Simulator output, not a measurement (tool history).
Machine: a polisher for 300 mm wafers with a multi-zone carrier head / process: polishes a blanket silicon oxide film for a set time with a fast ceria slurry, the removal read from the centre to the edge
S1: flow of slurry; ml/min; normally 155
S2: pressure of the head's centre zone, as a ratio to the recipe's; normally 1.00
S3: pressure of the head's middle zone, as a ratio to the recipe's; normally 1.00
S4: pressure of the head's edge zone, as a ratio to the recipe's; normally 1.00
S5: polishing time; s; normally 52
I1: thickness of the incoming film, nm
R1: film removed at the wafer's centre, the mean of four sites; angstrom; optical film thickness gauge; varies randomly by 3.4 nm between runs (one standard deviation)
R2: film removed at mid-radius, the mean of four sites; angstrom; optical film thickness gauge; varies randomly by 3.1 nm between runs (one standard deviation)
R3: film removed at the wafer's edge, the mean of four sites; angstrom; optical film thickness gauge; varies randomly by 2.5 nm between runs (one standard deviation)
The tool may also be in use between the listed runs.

Run 1, day 0.000: usual settings; I1 3099.6. Result: R1 3826 angstrom, R2 3747 angstrom, R3 3710 angstrom.
Run 2, day 0.692: usual settings; I1 3147.6. Result: R1 3839 angstrom, R2 3704 angstrom, R3 3726 angstrom.
Run 3, day 1.412: usual settings but S5 65 s; I1 3132.4. Result: R1 4843 angstrom, R2 4771 angstrom, R3 4635 angstrom.
Run 4, day 2.912: usual settings but S5 45 s; I1 3139.8. Result: R1 3305 angstrom, R2 3197 angstrom, R3 3199 angstrom.
At day 3.150: edge zone pressure recalibrated.
Run 5, day 3.538: usual settings but S5 45 s; I1 3086.6. Result: R1 3333 angstrom, R2 3284 angstrom, R3 3179 angstrom.
Run 6, day 4.988: usual settings; I1 3137.2. Result: R1 3811 angstrom, R2 3756 angstrom, R3 3698 angstrom.
Run 7, day 6.471: usual settings but S3 1.07, S4 1.10, S5 42 s; I1 3140.1. Result: R1 3123 angstrom, R2 3237 angstrom, R3 3098 angstrom.
At day 7.821: worn pad replaced by a new one.
Run 8, day 9.233: usual settings but S1 195 ml/min, S2 1.05, S3 0.95, S5 36 s; I1 3156.0. Result: R1 2938 angstrom, R2 2610 angstrom, R3 2634 angstrom.
Run 9, day 10.138: usual settings but S3 0.97, S5 37 s; I1 3111.0. Result: R1 2789 angstrom, R2 2600 angstrom, R3 2632 angstrom.
Run 10, day 11.588: usual settings; I1 3117.4. Result: R1 3916 angstrom, R2 3752 angstrom, R3 3670 angstrom.
At day 12.762: slurry nozzle cleaned.
Run 11, day 12.783: usual settings but S2 0.93; I1 3145.5. Result: R1 3689 angstrom, R2 3740 angstrom, R3 3692 angstrom.
Run 12, day 14.079: usual settings but S3 1.05; I1 3129.5. Result: R1 3997 angstrom, R2 3893 angstrom, R3 3678 angstrom.
Run 13, day 17.158: usual settings but S2 0.90, S3 0.94, S5 45 s; I1 3129.6. Result: R1 3110 angstrom, R2 3045 angstrom, R3 3209 angstrom.
At day 17.538: worn pad replaced by a new one.
Run 14, day 18.000: usual settings; I1 3156.3. Result: R1 3932 angstrom, R2 3756 angstrom, R3 3667 angstrom.
Run 15, day 18.704: usual settings but S3 1.06, S4 1.04; I1 3156.4. Result: R1 3971 angstrom, R2 3933 angstrom, R3 3717 angstrom.
Run 16, day 19.821: usual settings; I1 3095.7. Result: R1 4047 angstrom, R2 3764 angstrom, R3 3706 angstrom.
Run 17, day 20.533: usual settings but S1 140 ml/min, S5 61 s; I1 3085.0. Result: R1 4484 angstrom, R2 4352 angstrom, R3 4307 angstrom.
Run 18, day 21.154: usual settings but S1 185 ml/min, S3 0.95; I1 3140.3. Result: R1 4070 angstrom, R2 3685 angstrom, R3 3777 angstrom.
Run 19, day 22.354: usual settings but S3 0.93; I1 3119.7. Result: R1 4012 angstrom, R2 3564 angstrom, R3 3723 angstrom.
Run 20, day 23.517: usual settings but S2 0.94; I1 3140.6. Result: R1 3793 angstrom, R2 3719 angstrom, R3 3707 angstrom.
Run 21, day 24.958: usual settings but S1 175 ml/min, S2 1.07, S3 0.95, S4 0.96; I1 3160.0. Result: R1 4327 angstrom, R2 3617 angstrom, R3 3691 angstrom.
At day 25.796: edge zone pressure recalibrated.
Run 22, day 26.150: usual settings; I1 3103.2. Result: R1 3977 angstrom, R2 3814 angstrom, R3 3688 angstrom.

Predict each of these 4 candidate next runs independently; none follows another, all start after run 22:
Run A, day 26.167: usual settings; I1 3120.9. Result: R1 ?, R2 ?, R3 ?.
Run B, day 26.167: usual settings but S1 115 ml/min, S2 1.06, S5 41 s; I1 3120.9. Result: R1 ?, R2 ?, R3 ?.
Run C, day 26.167: usual settings but S1 185 ml/min, S3 1.10, S5 57 s; I1 3120.9. Result: R1 ?, R2 ?, R3 ?.
Run D, day 26.167: usual settings but S3 0.89; I1 3120.9. Result: R1 ?, R2 ?, R3 ?.

run    R1    R2    R3
  A  4007  3773  3720
  B  3044  2769  2789
  C  4558  4632  4169
  D  4004  3423  3726
The same runs, with their run-to-run variation unchanged, on a tool lacking any hidden condition would have given:
run    R1    R2    R3
  A  3772  3775  3720
  B  2866  2770  2789
  C  4291  4633  4169
  D  3769  3424  3726
